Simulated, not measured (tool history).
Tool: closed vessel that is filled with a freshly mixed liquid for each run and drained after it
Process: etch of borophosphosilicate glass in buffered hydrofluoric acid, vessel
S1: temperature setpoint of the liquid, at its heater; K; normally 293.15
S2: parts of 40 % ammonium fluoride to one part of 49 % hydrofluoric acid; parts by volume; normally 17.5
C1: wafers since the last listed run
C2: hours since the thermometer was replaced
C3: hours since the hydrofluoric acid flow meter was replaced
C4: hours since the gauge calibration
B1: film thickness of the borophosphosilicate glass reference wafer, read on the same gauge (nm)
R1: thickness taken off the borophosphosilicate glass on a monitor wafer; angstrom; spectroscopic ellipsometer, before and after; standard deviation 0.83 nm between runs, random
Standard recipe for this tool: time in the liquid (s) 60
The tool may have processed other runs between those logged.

run 1 hour=0.0 | S1=293.15 S2=17.5 time_in_the_liquid_(s)=60 | C1=0 C2=581.9 C3=1128.6 C4=411.0 | B1=110.00 | R1=961.6
run 2 hour=27.8 | S1=293.15 S2=17.5 time_in_the_liquid_(s)=60 | C1=1914 C2=609.7 C3=1156.4 C4=438.8 | B1=110.02 | R1=953.6
run 3 hour=40.7 | S1=293.15 S2=17.5 time_in_the_liquid_(s)=60 | C1=888 C2=622.6 C3=1169.3 C4=451.7 | B1=110.00 | R1=945.7
run 4 hour=66.1 | S1=293.15 S2=17.5 time_in_the_liquid_(s)=60 | C1=1749 C2=648.0 C3=1194.7 C4=477.1 | B1=110.00 | R1=949.4
run 5 hour=93.4 | S1=293.15 S2=17.5 time_in_the_liquid_(s)=60 | C1=1880 C2=675.3 C3=1222.0 C4=504.4 | B1=109.97 | R1=947.4
run 6 hour=117.8 | S1=293.15 S2=17.5 time_in_the_liquid_(s)=40 | C1=1680 C2=699.7 C3=1246.4 C4=528.8 | B1=109.99 | R1=628.3
run 7 hour=146.3 | S1=293.15 S2=17.5 time_in_the_liquid_(s)=60 | C1=1962 C2=728.2 C3=1274.9 C4=557.3 | B1=110.00 | R1=937.9
-- hour=163.6 thermometer replaced
run 8 hour=181.5 | S1=291.65 S2=11.5 time_in_the_liquid_(s)=40 | C1=2355 C2=17.9 C3=1310.1 C4=592.5 | B1=109.99 | R1=892.8
run 9 hour=201.6 | S1=296.65 S2=17.5 time_in_the_liquid_(s)=60 | C1=1384 C2=38.0 C3=1330.2 C4=612.6 | B1=109.99 | R1=1178.4
run 10 hour=220.8 | S1=291.15 S2=24.5 time_in_the_liquid_(s)=60 | C1=1322 C2=57.2 C3=1349.4 C4=631.8 | B1=109.98 | R1=664.9
run 11 hour=236.7 | S1=293.15 S2=17.5 time_in_the_liquid_(s)=60 | C1=1095 C2=73.1 C3=1365.3 C4=647.7 | B1=110.03 | R1=980.3
-- hour=248.8 hydrofluoric acid flow meter replaced
run 12 hour=270.0 | S1=296.65 S2=24.0 time_in_the_liquid_(s)=90 | C1=2224 C2=106.4 C3=21.2 C4=681.0 | B1=110.02 | R1=1344.8
run 13 hour=297.5 | S1=291.15 S2=19.5 time_in_the_liquid_(s)=40 | C1=1894 C2=133.9 C3=48.7 C4=708.5 | B1=110.01 | R1=512.4
run 14 hour=319.6 | S1=293.15 S2=17.5 time_in_the_liquid_(s)=45 | C1=1522 C2=156.0 C3=70.8 C4=730.6 | B1=110.00 | R1=727.0
-- hour=339.7 gauge calibrated
run 15 hour=345.9 | S1=296.65 S2=21.0 time_in_the_liquid_(s)=30 | C1=1811 C2=182.3 C3=97.1 C4=6.2 | B1=110.01 | R1=489.7
run 16 hour=374.4 | S1=293.15 S2=17.5 time_in_the_liquid_(s)=60 | C1=1962 C2=210.8 C3=125.6 C4=34.7 | B1=110.00 | R1=958.5
run 17 hour=407.3 | S1=293.15 S2=17.5 time_in_the_liquid_(s)=60 | C1=2266 C2=243.7 C3=158.5 C4=67.6 | B1=110.00 | R1=965.6
run 18 hour=433.1 | S1=293.15 S2=17.5 time_in_the_liquid_(s)=60 | C1=1776 C2=269.5 C3=184.3 C4=93.4 | B1=110.01 | R1=976.2
run 19 hour=447.1 | S1=291.65 S2=15.5 time_in_the_liquid_(s)=45 | C1=964 C2=283.5 C3=198.3 C4=107.4 | B1=109.98 | R1=749.9
run 20 hour=480.6 | S1=293.15 S2=17.5 time_in_the_liquid_(s)=60 | C1=2307 C2=317.0 C3=231.8 C4=140.9 | B1=109.98 | R1=979.6
run 21 hour=508.6 | S1=290.15 S2=17.5 time_in_the_liquid_(s)=40 | C1=1928 C2=345.0 C3=259.8 C4=168.9 | B1=110.03 | R1=531.0
run 22 hour=542.1 | S1=295.65 S2=13.5 time_in_the_liquid_(s)=35 | C1=2307 C2=378.5 C3=293.3 C4=202.4 | B1=109.99 | R1=816.4
run 23 hour=569.4 | S1=290.15 S2=23.5 time_in_the_liquid_(s)=60 | C1=1880 C2=405.8 C3=320.6 C4=229.7 | B1=109.98 | R1=626.9
run 24 hour=604.6 | S1=293.15 S2=20.0 time_in_the_liquid_(s)=60 | C1=2424 C2=441.0 C3=355.8 C4=264.9 | B1=109.98 | R1=851.5
run 25 hour=634.4 | S1=293.15 S2=12.5 time_in_the_liquid_(s)=90 | C1=2052 C2=470.8 C3=385.6 C4=294.7 | B1=109.99 | R1=1977.8
run 26 hour=660.9 | S1=297.15 S2=12.5 time_in_the_liquid_(s)=35 | C1=1825 C2=497.3 C3=412.1 C4=321.2 | B1=110.00 | R1=958.9
run 27 hour=691.3 | S1=290.15 S2=20.0 time_in_the_liquid_(s)=40 | C1=2093 C2=527.7 C3=442.5 C4=351.6 | B1=109.99 | R1=473.2
run 28 hour=707.6 | S1=290.15 S2=21.5 time_in_the_liquid_(s)=40 | C1=1122 C2=544.0 C3=458.8 C4=367.9 | B1=110.00 | R1=443.9
run 29 hour=724.5 | S1=290.15 S2=21.5 time_in_the_liquid_(s)=70 | C1=1164 C2=560.9 C3=475.7 C4=384.8 | B1=110.02 | R1=788.5
run 30 hour=748.7 | S1=293.15 S2=13.5 time_in_the_liquid_(s)=70 | C1=1666 C2=585.1 C3=499.9 C4=409.0 | B1=109.99 | R1=1424.5

State the hidden condition of the tool at each of the runs:
hydrofluoric acid flow below the setpoint (%): 0 at every run
gauge reads high (%): 0 at every run
H1: liquid colder than its thermometer reads (K)
run=1 H1=0.603
run=2 H1=0.628
run=3 H1=0.639
run=4 H1=0.662
run=5 H1=0.686
run=6 H1=0.708
run=7 H1=0.733
run=8 H1=0.21
run=9 H1=0.228
run=10 H1=0.245
run=11 H1=0.259
run=12 H1=0.289
run=13 H1=0.314
run=14 H1=0.333
run=15 H1=0.357
run=16 H1=0.382
run=17 H1=0.411
run=18 H1=0.434
run=19 H1=0.447
run=20 H1=0.477
run=21 H1=0.502
run=22 H1=0.531
run=23 H1=0.556
run=24 H1=0.587
run=25 H1=0.614
run=26 H1=0.637
run=27 H1=0.664
run=28 H1=0.679
run=29 H1=0.694
run=30 H1=0.715

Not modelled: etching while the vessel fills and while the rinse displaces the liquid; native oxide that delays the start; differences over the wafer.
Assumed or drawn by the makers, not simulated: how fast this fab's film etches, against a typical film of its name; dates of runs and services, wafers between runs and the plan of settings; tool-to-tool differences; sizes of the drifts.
